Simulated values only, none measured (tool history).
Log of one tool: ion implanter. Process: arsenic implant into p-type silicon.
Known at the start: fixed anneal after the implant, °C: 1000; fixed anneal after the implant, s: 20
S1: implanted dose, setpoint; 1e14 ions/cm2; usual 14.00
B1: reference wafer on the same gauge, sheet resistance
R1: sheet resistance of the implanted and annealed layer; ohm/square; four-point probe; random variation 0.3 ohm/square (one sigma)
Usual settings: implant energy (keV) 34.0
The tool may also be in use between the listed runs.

{"run": 1, "day": 0.0, "S1": 16.68, "implant energy (keV)": 26.5, "B1": 106.06, "R1": 107.59}
{"run": 2, "day": 1.154, "S1": 16.68, "implant energy (keV)": 26.5, "B1": 106.03, "R1": 108.33}
{"run": 3, "day": 1.917, "S1": 16.68, "implant energy (keV)": 26.5, "B1": 105.99, "R1": 107.66}
{"run": 4, "day": 3.354, "S1": 14.0, "implant energy (keV)": 34.0, "B1": 106.05, "R1": 104.48}
{"run": 5, "day": 4.546, "S1": 14.0, "implant energy (keV)": 34.0, "B1": 105.97, "R1": 104.39}
{"run": 6, "day": 5.425, "S1": 12.96, "implant energy (keV)": 34.0, "B1": 105.96, "R1": 108.11}
{"run": 7, "day": 6.0, "S1": 12.96, "implant energy (keV)": 34.0, "B1": 106.07, "R1": 107.8}
{"run": 8, "day": 6.846, "S1": 12.66, "implant energy (keV)": 31.0, "B1": 105.99, "R1": 111.86}
{"run": 9, "day": 7.671, "S1": 12.66, "implant energy (keV)": 31.0, "B1": 106.02, "R1": 112.38}
{"run": 10, "day": 8.471, "S1": 12.66, "implant energy (keV)": 31.0, "B1": 105.97, "R1": 112.62}
{"run": 11, "day": 8.988, "S1": 14.0, "implant energy (keV)": 41.5, "B1": 106.06, "R1": 97.99}
{"day": 9.821, "done": "extraction supply calibrated"}
{"run": 12, "day": 10.008, "S1": 14.0, "implant energy (keV)": 41.5, "B1": 106.0, "R1": 97.93}
{"day": 10.812, "done": "gauge calibrated"}
{"run": 13, "day": 11.192, "S1": 14.0, "implant energy (keV)": 41.5, "B1": 106.0, "R1": 97.59}
{"run": 14, "day": 12.662, "S1": 16.68, "implant energy (keV)": 26.5, "B1": 105.98, "R1": 107.64}
{"run": 15, "day": 13.754, "S1": 14.0, "implant energy (keV)": 43.0, "B1": 106.09, "R1": 96.89}
{"run": 16, "day": 14.983, "S1": 14.0, "implant energy (keV)": 34.0, "B1": 106.0, "R1": 103.8}
{"run": 17, "day": 15.679, "S1": 11.18, "implant energy (keV)": 41.5, "B1": 106.03, "R1": 109.49}
{"run": 18, "day": 16.6, "S1": 14.0, "implant energy (keV)": 34.0, "B1": 105.94, "R1": 103.83}
{"day": 16.938, "done": "Faraday cup replaced and dose calibrated"}
{"run": 19, "day": 17.179, "S1": 16.31, "implant energy (keV)": 41.0, "B1": 105.96, "R1": 91.4}
{"run": 20, "day": 18.542, "S1": 15.71, "implant energy (keV)": 43.0, "B1": 105.9, "R1": 91.12}
{"run": 21, "day": 19.438, "S1": 14.0, "implant energy (keV)": 34.0, "B1": 106.01, "R1": 103.02}
{"day": 20.167, "done": "Faraday cup replaced and dose calibrated, repeated, since the last time left the tool worse"}
{"run": 22, "day": 20.188, "S1": 14.0, "implant energy (keV)": 34.0, "B1": 106.01, "R1": 105.86}
{"run": 23, "day": 21.125, "S1": 11.26, "implant energy (keV)": 25.5, "B1": 105.98, "R1": 127.03}
{"run": 24, "day": 22.138, "S1": 14.0, "implant energy (keV)": 44.5, "B1": 105.98, "R1": 97.33}
{"run": 25, "day": 22.721, "S1": 10.25, "implant energy (keV)": 34.0, "B1": 105.94, "R1": 124.08}
{"run": 26, "day": 23.346, "S1": 10.01, "implant energy (keV)": 23.5, "B1": 106.01, "R1": 138.0}
{"run": 27, "day": 24.246, "S1": 12.8, "implant energy (keV)": 41.5, "B1": 106.04, "R1": 103.78}

Forecast each of these 5 alternatives for the next run:
{"run": "A", "day": 24.262, "S1": 14.0, "implant energy (keV)": 34.0, "B1": "?", "R1": "?"}
{"run": "B", "day": 24.262, "S1": 16.55, "implant energy (keV)": 41.0, "B1": "?", "R1": "?"}
{"run": "C", "day": 24.262, "S1": 14.0, "implant energy (keV)": 27.0, "B1": "?", "R1": "?"}
{"run": "D", "day": 24.262, "S1": 11.93, "implant energy (keV)": 28.5, "B1": "?", "R1": "?"}
{"run": "E", "day": 24.262, "S1": 16.33, "implant energy (keV)": 46.0, "B1": "?", "R1": "?"}

run=A B1=105.97 R1=105.04
run=B B1=105.97 R1=92.46
run=C B1=105.97 R1=113.43
run=D B1=105.97 R1=119.23
run=E B1=105.97 R1=89.58
Without the tool's hidden state the same runs would have given:
run=A R1=105.02
run=B R1=92.45
run=C R1=113.42
run=D R1=119.21
run=E R1=89.57
